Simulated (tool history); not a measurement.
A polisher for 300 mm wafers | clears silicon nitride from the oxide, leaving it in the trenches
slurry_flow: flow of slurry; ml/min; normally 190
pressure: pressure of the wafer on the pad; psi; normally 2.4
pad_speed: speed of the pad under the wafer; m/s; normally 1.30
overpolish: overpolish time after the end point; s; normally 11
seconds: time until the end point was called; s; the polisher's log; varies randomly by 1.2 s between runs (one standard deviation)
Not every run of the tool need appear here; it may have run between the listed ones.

run,day,slurry_flow,pressure,pad_speed,overpolish,wafers since the last listed run,wafers polished on this pad,hours since the slurry nozzle was cleaned,hours since the head pressure was calibrated,"incoming thickness of the incoming film, nm",seconds
1,0.000,190,2.4,0.96,11,0,4493,583.7,415.1,98.8,112.1
# day 2.129: worn pad replaced by a new one
2,3.367,190,1.9,1.30,11,542,210,664.5,495.9,99.9,105.0
3,6.762,190,1.9,1.30,11,576,786,746.0,577.4,102.1,108.2
# day 9.438: slurry nozzle cleaned
4,11.125,190,1.9,1.30,11,733,1519,40.5,682.1,101.0,106.0
# day 11.550: head pressure recalibrated
5,15.458,190,2.4,1.30,11,721,2240,144.5,93.8,99.7,85.0
6,17.962,190,2.4,1.30,11,424,2665,204.6,153.9,100.8,85.1
7,19.729,190,2.4,1.30,11,299,2965,247.0,196.3,99.9,83.8
8,24.200,190,2.4,1.30,11,758,3723,354.3,303.6,99.6,83.3
# day 26.371: worn pad replaced by a new one
9,28.562,190,2.4,1.30,11,711,371,459.0,408.3,99.5,82.7
10,33.029,190,2.4,1.30,11,757,1129,566.2,515.5,99.8,84.5
11,34.892,190,2.4,1.30,11,315,1445,610.9,560.2,100.5,85.4
# day 36.450: head pressure recalibrated
12,36.821,190,2.4,1.30,11,313,1758,657.2,8.9,100.7,85.9
13,39.117,190,2.4,1.30,11,389,2148,712.3,64.0,100.5,84.2
14,41.421,190,2.4,1.30,11,390,2539,767.6,119.3,100.0,85.1
# day 41.492: slurry nozzle cleaned
15,43.362,190,2.4,1.30,11,322,2861,44.9,165.9,100.2,83.3
16,47.821,190,2.4,1.30,11,756,3618,151.9,272.9,99.7,84.4
17,51.792,190,2.4,1.30,11,673,4291,247.2,368.2,100.6,84.0
18,53.392,245,2.6,1.44,11,271,4563,285.6,406.6,100.3,66.3

Forecast run 19:
# day 56.492: worn pad replaced by a new one
19,57.254,190,3.0,1.18,17,627,129,378.3,499.3,98.7,?

seconds: 74.6 s
Without the tool's hidden state the same run would have given seconds 74.6 s.

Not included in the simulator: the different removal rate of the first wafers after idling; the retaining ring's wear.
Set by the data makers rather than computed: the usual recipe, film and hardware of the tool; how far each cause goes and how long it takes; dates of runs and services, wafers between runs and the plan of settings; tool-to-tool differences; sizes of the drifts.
